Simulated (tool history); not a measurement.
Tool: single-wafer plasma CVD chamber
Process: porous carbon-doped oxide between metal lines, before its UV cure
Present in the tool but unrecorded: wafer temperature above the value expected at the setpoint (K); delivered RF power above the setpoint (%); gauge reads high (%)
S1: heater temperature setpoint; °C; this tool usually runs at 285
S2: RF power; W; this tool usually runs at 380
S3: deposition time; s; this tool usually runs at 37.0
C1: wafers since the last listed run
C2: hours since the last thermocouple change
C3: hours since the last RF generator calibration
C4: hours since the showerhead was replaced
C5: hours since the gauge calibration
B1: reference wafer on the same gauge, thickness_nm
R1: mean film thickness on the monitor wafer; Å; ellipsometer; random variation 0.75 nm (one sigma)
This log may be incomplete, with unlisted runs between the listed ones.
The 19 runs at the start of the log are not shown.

run    hour   S1   S2    S3    C1      C2      C3      C4      C5       B1       R1
 20  1720.1  293  345  39.8  2132   416.5   694.5   249.3   658.5  135.964  1613.60
 21  1771.2  285  355  37.0  1283   467.6   745.6   300.4   709.6  135.839  1597.90
 22  1823.9  293  440  37.0  1323   520.3   798.3   353.1   762.3  135.863  1789.39
 23  1888.8  291  355  37.0  1630   585.2   863.2   418.0   827.2  135.248  1542.32
 24  1952.1  279  380  32.3  1589   648.5   926.5   481.3   890.5  135.339  1508.93
 25  2011.9  281  320  37.0  1501   708.3   986.3   541.1   950.3  135.255  1508.21
 26  2093.8  275  340  40.3  2056   790.2  1068.2   623.0  1032.2  134.769  1768.88
 27  2149.6  270  380  31.1  1401   846.0  1124.0   678.8  1088.0  134.694  1539.23
 28  2254.1  274  310  40.8  2624   950.5  1228.5   783.3  1192.5  134.684  1679.77
 29  2337.0  270  335  34.6  2082  1033.4  1311.4   866.2  1275.4  134.177  1548.59
 30  2443.8  270  420  29.8  2682  1140.2  1418.2   973.0  1382.2  133.977  1564.80
 31  2505.7  291  355  37.0  1554  1202.1  1480.1  1034.9  1444.1  133.927  1520.77

Consider 3 possible next runs. They are alternatives, not a sequence: every one starts from the tool as it was left by run 31. What does each give?
  A  2506.1  285  380  37.0  10  1202.5  1480.5  1035.3  1444.5   ?   ?
  B  2506.1  290  335  40.2  10  1202.5  1480.5  1035.3  1444.5   ?   ?
  C  2506.1  280  310  37.0  10  1202.5  1480.5  1035.3  1444.5   ?   ?

run       B1       R1
  A  133.888  1649.79
  B  133.888  1586.64
  C  133.888  1464.07
Stripped of hidden state, with their random variation kept, the same runs would have yielded:
run       R1
  A  1701.82
  B  1636.68
  C  1510.25

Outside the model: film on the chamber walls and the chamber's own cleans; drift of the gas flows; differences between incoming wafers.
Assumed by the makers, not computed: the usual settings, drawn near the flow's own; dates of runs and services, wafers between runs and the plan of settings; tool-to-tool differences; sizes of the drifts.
